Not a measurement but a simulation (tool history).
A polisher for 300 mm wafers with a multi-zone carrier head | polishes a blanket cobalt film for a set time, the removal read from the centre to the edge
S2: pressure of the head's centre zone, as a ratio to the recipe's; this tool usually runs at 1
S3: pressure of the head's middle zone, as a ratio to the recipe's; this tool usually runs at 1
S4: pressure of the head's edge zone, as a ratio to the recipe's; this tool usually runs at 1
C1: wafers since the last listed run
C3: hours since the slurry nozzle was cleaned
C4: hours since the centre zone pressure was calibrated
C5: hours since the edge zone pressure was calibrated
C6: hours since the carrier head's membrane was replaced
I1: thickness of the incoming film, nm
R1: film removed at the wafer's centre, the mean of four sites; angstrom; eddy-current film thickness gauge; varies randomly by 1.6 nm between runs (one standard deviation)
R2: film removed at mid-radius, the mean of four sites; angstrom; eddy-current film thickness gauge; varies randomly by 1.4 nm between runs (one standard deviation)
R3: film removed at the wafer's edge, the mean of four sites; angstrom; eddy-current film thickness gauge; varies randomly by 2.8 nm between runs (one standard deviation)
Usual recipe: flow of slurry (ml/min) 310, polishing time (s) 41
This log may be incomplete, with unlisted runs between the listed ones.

run 1 hour=0 | flow_of_slurry_(ml/min)=310 S2=1 S3=1 S4=1 polishing_time_(s)=41 | C1=0 wafers_polished_on_this_pad=1399 C3=380.1 C4=299.2 C5=95.4 C6=896.1 | I1=680.2 | R1=1939 R2=1847 R3=1873
run 2 hour=70.9 | flow_of_slurry_(ml/min)=310 S2=1 S3=1 S4=1 polishing_time_(s)=41 | C1=763 wafers_polished_on_this_pad=2162 C3=451 C4=370.1 C5=166.3 C6=967 | I1=682.1 | R1=1899 R2=1832 R3=1841
-- hour=85.8 slurry nozzle cleaned
run 3 hour=134.3 | flow_of_slurry_(ml/min)=255 S2=1 S3=1.11 S4=1.12 polishing_time_(s)=51 | C1=671 wafers_polished_on_this_pad=2834 C3=48.5 C4=433.5 C5=229.7 C6=1030.4 | I1=682.9 | R1=2382 R2=2489 R3=2462
run 4 hour=160.9 | flow_of_slurry_(ml/min)=310 S2=1 S3=1 S4=1 polishing_time_(s)=41 | C1=286 wafers_polished_on_this_pad=3121 C3=75.1 C4=460.1 C5=256.3 C6=1057 | I1=681.4 | R1=1909 R2=1837 R3=1898
run 5 hour=217.8 | flow_of_slurry_(ml/min)=255 S2=1 S3=1 S4=1 polishing_time_(s)=41 | C1=612 wafers_polished_on_this_pad=3733 C3=132 C4=517 C5=313.2 C6=1113.9 | I1=685.2 | R1=1885 R2=1814 R3=1871
run 6 hour=259.2 | flow_of_slurry_(ml/min)=310 S2=1 S3=1 S4=1 polishing_time_(s)=41 | C1=445 wafers_polished_on_this_pad=4179 C3=173.4 C4=558.4 C5=354.6 C6=1155.3 | I1=675.1 | R1=1926 R2=1821 R3=1852
-- hour=271.2 worn pad replaced by a new one
run 7 hour=302.2 | flow_of_slurry_(ml/min)=360 S2=1 S3=1 S4=1 polishing_time_(s)=41 | C1=419 wafers_polished_on_this_pad=333 C3=216.4 C4=601.4 C5=397.6 C6=1198.3 | I1=682.3 | R1=1950 R2=1878 R3=1868
run 8 hour=335.9 | flow_of_slurry_(ml/min)=345 S2=1 S3=1.08 S4=1.09 polishing_time_(s)=41 | C1=362 wafers_polished_on_this_pad=696 C3=250.1 C4=635.1 C5=431.3 C6=1232 | I1=674.6 | R1=1926 R2=1978 R3=1995
-- hour=365.7 carrier head's membrane replaced by a new one
run 9 hour=377.9 | flow_of_slurry_(ml/min)=310 S2=1.07 S3=1.07 S4=1 polishing_time_(s)=49 | C1=398 wafers_polished_on_this_pad=1095 C3=292.1 C4=677.1 C5=473.3 C6=12.2 | I1=689.4 | R1=2479 R2=2354 R3=2279
run 10 hour=441.5 | flow_of_slurry_(ml/min)=310 S2=1 S3=1 S4=1 polishing_time_(s)=41 | C1=684 wafers_polished_on_this_pad=1780 C3=355.7 C4=740.7 C5=536.9 C6=75.8 | I1=677.2 | R1=1915 R2=1852 R3=1844
-- hour=473.1 slurry nozzle cleaned
run 11 hour=477.5 | flow_of_slurry_(ml/min)=310 S2=1 S3=1.05 S4=0.94 polishing_time_(s)=45 | C1=376 wafers_polished_on_this_pad=2157 C3=4.4 C4=776.7 C5=572.9 C6=111.8 | I1=679.4 | R1=2125 R2=2108 R3=1954
run 12 hour=519.5 | flow_of_slurry_(ml/min)=310 S2=1 S3=0.91 S4=1 polishing_time_(s)=32 | C1=452 wafers_polished_on_this_pad=2609 C3=46.4 C4=818.7 C5=614.9 C6=153.8 | I1=676.1 | R1=1502 R2=1338 R3=1461
run 13 hour=560.1 | flow_of_slurry_(ml/min)=310 S2=1 S3=1 S4=1 polishing_time_(s)=41 | C1=437 wafers_polished_on_this_pad=3046 C3=87 C4=859.3 C5=655.5 C6=194.4 | I1=683.1 | R1=1956 R2=1838 R3=1880
-- hour=613.7 edge zone pressure recalibrated
-- hour=660.3 worn pad replaced by a new one
run 14 hour=682.1 | flow_of_slurry_(ml/min)=310 S2=1 S3=1 S4=1 polishing_time_(s)=41 | C1=1249 wafers_polished_on_this_pad=235 C3=209 C4=981.3 C5=68.4 C6=316.4 | I1=671.5 | R1=1937 R2=1832 R3=1873
-- hour=719 centre zone pressure recalibrated
run 15 hour=729.4 | flow_of_slurry_(ml/min)=420 S2=1 S3=0.94 S4=1.06 polishing_time_(s)=46 | C1=487 wafers_polished_on_this_pad=723 C3=256.3 C4=10.4 C5=115.7 C6=363.7 | I1=677.4 | R1=2199 R2=1999 R3=2132
run 16 hour=768.5 | flow_of_slurry_(ml/min)=310 S2=1 S3=1 S4=1 polishing_time_(s)=41 | C1=421 wafers_polished_on_this_pad=1144 C3=295.4 C4=49.5 C5=154.8 C6=402.8 | I1=669.2 | R1=1890 R2=1833 R3=1887
run 17 hour=801.9 | flow_of_slurry_(ml/min)=220 S2=0.9 S3=0.92 S4=1 polishing_time_(s)=35 | C1=359 wafers_polished_on_this_pad=1503 C3=328.8 C4=82.9 C5=188.2 C6=436.2 | I1=672.3 | R1=1452 R2=1439 R3=1555
run 18 hour=856.5 | flow_of_slurry_(ml/min)=310 S2=1 S3=1 S4=1 polishing_time_(s)=41 | C1=587 wafers_polished_on_this_pad=2091 C3=383.4 C4=137.5 C5=242.8 C6=490.8 | I1=674.8 | R1=1915 R2=1842 R3=1861
run 19 hour=926 | flow_of_slurry_(ml/min)=310 S2=1 S3=0.97 S4=1 polishing_time_(s)=41 | C1=748 wafers_polished_on_this_pad=2840 C3=452.9 C4=207 C5=312.3 C6=560.3 | I1=671.2 | R1=1931 R2=1783 R3=1912
-- hour=949.6 slurry nozzle cleaned
run 20 hour=953 | flow_of_slurry_(ml/min)=385 S2=1 S3=1 S4=1 polishing_time_(s)=46 | C1=279 wafers_polished_on_this_pad=3120 C3=3.4 C4=234 C5=339.3 C6=587.3 | I1=685.5 | R1=2185 R2=2089 R3=2139
run 21 hour=984.1 | flow_of_slurry_(ml/min)=310 S2=1 S3=1 S4=1.06 polishing_time_(s)=55 | C1=334 wafers_polished_on_this_pad=3455 C3=34.5 C4=265.1 C5=370.4 C6=618.4 | I1=687.4 | R1=2604 R2=2489 R3=2598
run 22 hour=1051.2 | flow_of_slurry_(ml/min)=310 S2=1 S3=1 S4=1 polishing_time_(s)=41 | C1=722 wafers_polished_on_this_pad=4177 C3=101.6 C4=332.2 C5=437.5 C6=685.5 | I1=689.8 | R1=1899 R2=1830 R3=1840
run 23 hour=1098.2 | flow_of_slurry_(ml/min)=310 S2=1 S3=1 S4=1.09 polishing_time_(s)=41 | C1=506 wafers_polished_on_this_pad=4684 C3=148.6 C4=379.2 C5=484.5 C6=732.5 | I1=666.7 | R1=1900 R2=1848 R3=1972

Branching from run 23: 3 alternative next runs. What would each branch give?
run A hour=1098.6 | flow_of_slurry_(ml/min)=310 S2=1 S3=1 S4=1 polishing_time_(s)=41 | C1=4 wafers_polished_on_this_pad=4688 C3=149 C4=379.6 C5=484.9 C6=732.9 | I1=680.5 | R1=? R2=? R3=?
run B hour=1098.6 | flow_of_slurry_(ml/min)=230 S2=1 S3=0.95 S4=0.93 polishing_time_(s)=41 | C1=4 wafers_polished_on_this_pad=4688 C3=149 C4=379.6 C5=484.9 C6=732.9 | I1=680.5 | R1=? R2=? R3=?
run C hour=1098.6 | flow_of_slurry_(ml/min)=415 S2=1 S3=0.94 S4=0.93 polishing_time_(s)=37 | C1=4 wafers_polished_on_this_pad=4688 C3=149 C4=379.6 C5=484.9 C6=732.9 | I1=680.5 | R1=? R2=? R3=?

run=A R1=1896 R2=1828 R3=1871
run=B R1=1851 R2=1715 R3=1780
run=C R1=1745 R2=1595 R3=1655
With the hidden condition removed and each run's random variation left untouched, the same runs would have given:
run=A R1=1896 R2=1828 R3=1871
run=B R1=1851 R2=1715 R3=1780
run=C R1=1745 R2=1595 R3=1655
